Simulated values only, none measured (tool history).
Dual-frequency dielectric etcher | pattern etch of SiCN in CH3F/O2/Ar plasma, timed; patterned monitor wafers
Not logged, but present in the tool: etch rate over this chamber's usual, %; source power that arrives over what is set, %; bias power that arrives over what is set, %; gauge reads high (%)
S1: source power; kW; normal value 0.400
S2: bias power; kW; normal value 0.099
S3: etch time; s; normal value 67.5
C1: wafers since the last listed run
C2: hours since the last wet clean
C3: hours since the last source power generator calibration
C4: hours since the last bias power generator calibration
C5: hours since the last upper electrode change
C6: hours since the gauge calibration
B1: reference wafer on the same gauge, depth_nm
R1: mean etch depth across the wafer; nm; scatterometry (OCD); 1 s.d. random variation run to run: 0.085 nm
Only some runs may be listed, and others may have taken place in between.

{"run": 1, "day": 0.0, "S1": 0.4, "S2": 0.087, "S3": 67.5, "C1": 0, "C2": 467.2, "C3": 4773.4, "C4": 3808.9, "C5": 4960.3, "C6": 459.0, "B1": 30.27, "R1": 27.43}
{"run": 2, "day": 0.454, "S1": 0.4, "S2": 0.087, "S3": 67.5, "C1": 128, "C2": 478.1, "C3": 4784.3, "C4": 3819.8, "C5": 4971.2, "C6": 469.9, "B1": 30.3, "R1": 27.4}
{"run": 3, "day": 0.842, "S1": 0.4, "S2": 0.099, "S3": 67.5, "C1": 109, "C2": 487.4, "C3": 4793.6, "C4": 3829.1, "C5": 4980.5, "C6": 479.2, "B1": 30.32, "R1": 29.33}
{"day": 1.025, "done": "source power generator calibrated"}
{"run": 4, "day": 1.104, "S1": 0.4, "S2": 0.099, "S3": 67.5, "C1": 27, "C2": 493.7, "C3": 1.9, "C4": 3835.4, "C5": 4986.8, "C6": 485.5, "B1": 30.31, "R1": 29.32}
{"run": 5, "day": 1.775, "S1": 0.4, "S2": 0.099, "S3": 67.5, "C1": 189, "C2": 509.8, "C3": 18.0, "C4": 3851.5, "C5": 5002.9, "C6": 501.6, "B1": 30.26, "R1": 29.4}
{"day": 2.217, "done": "bias power generator calibrated"}
{"day": 4.45, "done": "upper electrode replaced"}
{"day": 4.65, "done": "wet clean of the chamber"}
{"run": 6, "day": 4.671, "S1": 0.4, "S2": 0.099, "S3": 67.5, "C1": 432, "C2": 0.5, "C3": 87.5, "C4": 58.9, "C5": 5.3, "C6": 571.1, "B1": 30.31, "R1": 30.44}
{"run": 7, "day": 4.683, "S1": 0.42, "S2": 0.099, "S3": 67.5, "C1": 3, "C2": 0.8, "C3": 87.8, "C4": 59.2, "C5": 5.6, "C6": 571.4, "B1": 30.3, "R1": 30.83}
{"run": 8, "day": 4.817, "S1": 0.4, "S2": 0.099, "S3": 61.0, "C1": 37, "C2": 4.0, "C3": 91.0, "C4": 62.4, "C5": 8.8, "C6": 574.6, "B1": 30.34, "R1": 27.34}
{"run": 9, "day": 5.429, "S1": 0.4, "S2": 0.091, "S3": 60.0, "C1": 173, "C2": 18.7, "C3": 105.7, "C4": 77.1, "C5": 23.5, "C6": 589.3, "B1": 30.31, "R1": 25.81}
{"run": 10, "day": 5.967, "S1": 0.49, "S2": 0.11, "S3": 79.5, "C1": 151, "C2": 31.6, "C3": 118.6, "C4": 90.0, "C5": 36.4, "C6": 602.2, "B1": 30.33, "R1": 40.7}
{"run": 11, "day": 6.579, "S1": 0.46, "S2": 0.087, "S3": 83.0, "C1": 173, "C2": 46.3, "C3": 133.3, "C4": 104.7, "C5": 51.1, "C6": 616.9, "B1": 30.35, "R1": 36.8}
{"run": 12, "day": 6.858, "S1": 0.32, "S2": 0.12, "S3": 55.5, "C1": 78, "C2": 53.0, "C3": 140.0, "C4": 111.4, "C5": 57.8, "C6": 623.6, "B1": 30.31, "R1": 25.15}
{"run": 13, "day": 7.15, "S1": 0.48, "S2": 0.099, "S3": 58.0, "C1": 82, "C2": 60.0, "C3": 147.0, "C4": 118.4, "C5": 64.8, "C6": 630.6, "B1": 30.33, "R1": 27.98}
{"day": 8.329, "done": "wet clean of the chamber, repeated, since the last time left the tool worse"}
{"run": 14, "day": 8.35, "S1": 0.4, "S2": 0.099, "S3": 67.5, "C1": 56, "C2": 0.5, "C3": 175.8, "C4": 147.2, "C5": 93.6, "C6": 659.4, "B1": 30.3, "R1": 28.42}
{"run": 15, "day": 8.362, "S1": 0.4, "S2": 0.099, "S3": 67.5, "C1": 3, "C2": 0.8, "C3": 176.1, "C4": 147.5, "C5": 93.9, "C6": 659.7, "B1": 30.28, "R1": 28.45}
{"day": 8.621, "done": "gauge calibrated"}
{"run": 16, "day": 8.971, "S1": 0.4, "S2": 0.099, "S3": 67.5, "C1": 171, "C2": 15.4, "C3": 190.7, "C4": 162.1, "C5": 108.5, "C6": 8.4, "B1": 30.29, "R1": 28.54}
{"run": 17, "day": 10.0, "S1": 0.32, "S2": 0.078, "S3": 62.0, "C1": 290, "C2": 40.1, "C3": 215.4, "C4": 186.8, "C5": 133.2, "C6": 33.1, "B1": 30.33, "R1": 21.25}
{"run": 18, "day": 10.717, "S1": 0.4, "S2": 0.117, "S3": 78.5, "C1": 202, "C2": 57.3, "C3": 232.6, "C4": 204.0, "C5": 150.4, "C6": 50.3, "B1": 30.3, "R1": 36.21}
{"run": 19, "day": 11.129, "S1": 0.4, "S2": 0.089, "S3": 80.0, "C1": 116, "C2": 67.2, "C3": 242.5, "C4": 213.9, "C5": 160.3, "C6": 60.2, "B1": 30.3, "R1": 32.19}
{"run": 20, "day": 11.521, "S1": 0.46, "S2": 0.087, "S3": 83.0, "C1": 110, "C2": 76.6, "C3": 251.9, "C4": 223.3, "C5": 169.7, "C6": 69.6, "B1": 30.31, "R1": 34.94}
{"run": 21, "day": 11.817, "S1": 0.4, "S2": 0.12, "S3": 58.0, "C1": 83, "C2": 83.7, "C3": 259.0, "C4": 230.4, "C5": 176.8, "C6": 76.7, "B1": 30.32, "R1": 26.93}
{"run": 22, "day": 12.5, "S1": 0.31, "S2": 0.115, "S3": 86.5, "C1": 193, "C2": 100.1, "C3": 275.4, "C4": 246.8, "C5": 193.2, "C6": 93.1, "B1": 30.36, "R1": 35.97}
{"run": 23, "day": 13.129, "S1": 0.4, "S2": 0.119, "S3": 84.0, "C1": 177, "C2": 115.2, "C3": 290.5, "C4": 261.9, "C5": 208.3, "C6": 108.2, "B1": 30.31, "R1": 39.27}
{"run": 24, "day": 13.438, "S1": 0.48, "S2": 0.099, "S3": 56.5, "C1": 87, "C2": 122.6, "C3": 297.9, "C4": 269.3, "C5": 215.7, "C6": 115.6, "B1": 30.32, "R1": 25.64}
{"run": 25, "day": 13.733, "S1": 0.33, "S2": 0.099, "S3": 67.5, "C1": 83, "C2": 129.7, "C3": 305.0, "C4": 276.4, "C5": 222.8, "C6": 122.7, "B1": 30.33, "R1": 26.58}
{"run": 26, "day": 14.121, "S1": 0.46, "S2": 0.099, "S3": 51.0, "C1": 109, "C2": 139.0, "C3": 314.3, "C4": 285.7, "C5": 232.1, "C6": 132.0, "B1": 30.29, "R1": 22.89}
{"run": 27, "day": 16.317, "S1": 0.4, "S2": 0.099, "S3": 77.0, "C1": 620, "C2": 191.7, "C3": 367.0, "C4": 338.4, "C5": 284.8, "C6": 184.7, "B1": 30.26, "R1": 32.92}
{"run": 28, "day": 16.796, "S1": 0.4, "S2": 0.099, "S3": 67.5, "C1": 135, "C2": 203.2, "C3": 378.5, "C4": 349.9, "C5": 296.3, "C6": 196.2, "B1": 30.3, "R1": 28.74}
{"run": 29, "day": 17.233, "S1": 0.4, "S2": 0.099, "S3": 48.5, "C1": 123, "C2": 213.7, "C3": 389.0, "C4": 360.4, "C5": 306.8, "C6": 206.7, "B1": 30.28, "R1": 20.69}
{"run": 30, "day": 17.762, "S1": 0.48, "S2": 0.106, "S3": 67.5, "C1": 149, "C2": 226.4, "C3": 401.7, "C4": 373.1, "C5": 319.5, "C6": 219.4, "B1": 30.29, "R1": 31.81}

Here are 4 independent what-if runs from the current tool condition. What would each one return?
{"run": "A", "day": 17.779, "S1": 0.44, "S2": 0.099, "S3": 67.5, "C1": 4, "C2": 226.8, "C3": 402.1, "C4": 373.5, "C5": 319.9, "C6": 219.8, "B1": "?", "R1": "?"}
{"run": "B", "day": 17.779, "S1": 0.43, "S2": 0.091, "S3": 67.5, "C1": 4, "C2": 226.8, "C3": 402.1, "C4": 373.5, "C5": 319.9, "C6": 219.8, "B1": "?", "R1": "?"}
{"run": "C", "day": 17.779, "S1": 0.47, "S2": 0.099, "S3": 84.0, "C1": 4, "C2": 226.8, "C3": 402.1, "C4": 373.5, "C5": 319.9, "C6": 219.8, "B1": "?", "R1": "?"}
{"run": "D", "day": 17.779, "S1": 0.32, "S2": 0.099, "S3": 80.0, "C1": 4, "C2": 226.8, "C3": 402.1, "C4": 373.5, "C5": 319.9, "C6": 219.8, "B1": "?", "R1": "?"}

run=A B1=30.32 R1=29.91
run=B B1=30.32 R1=28.44
run=C B1=30.32 R1=38.19
run=D B1=30.32 R1=31.30
Without the tool's hidden state the same runs would have given:
run=A R1=29.60
run=B R1=28.15
run=C R1=37.79
run=D R1=30.98
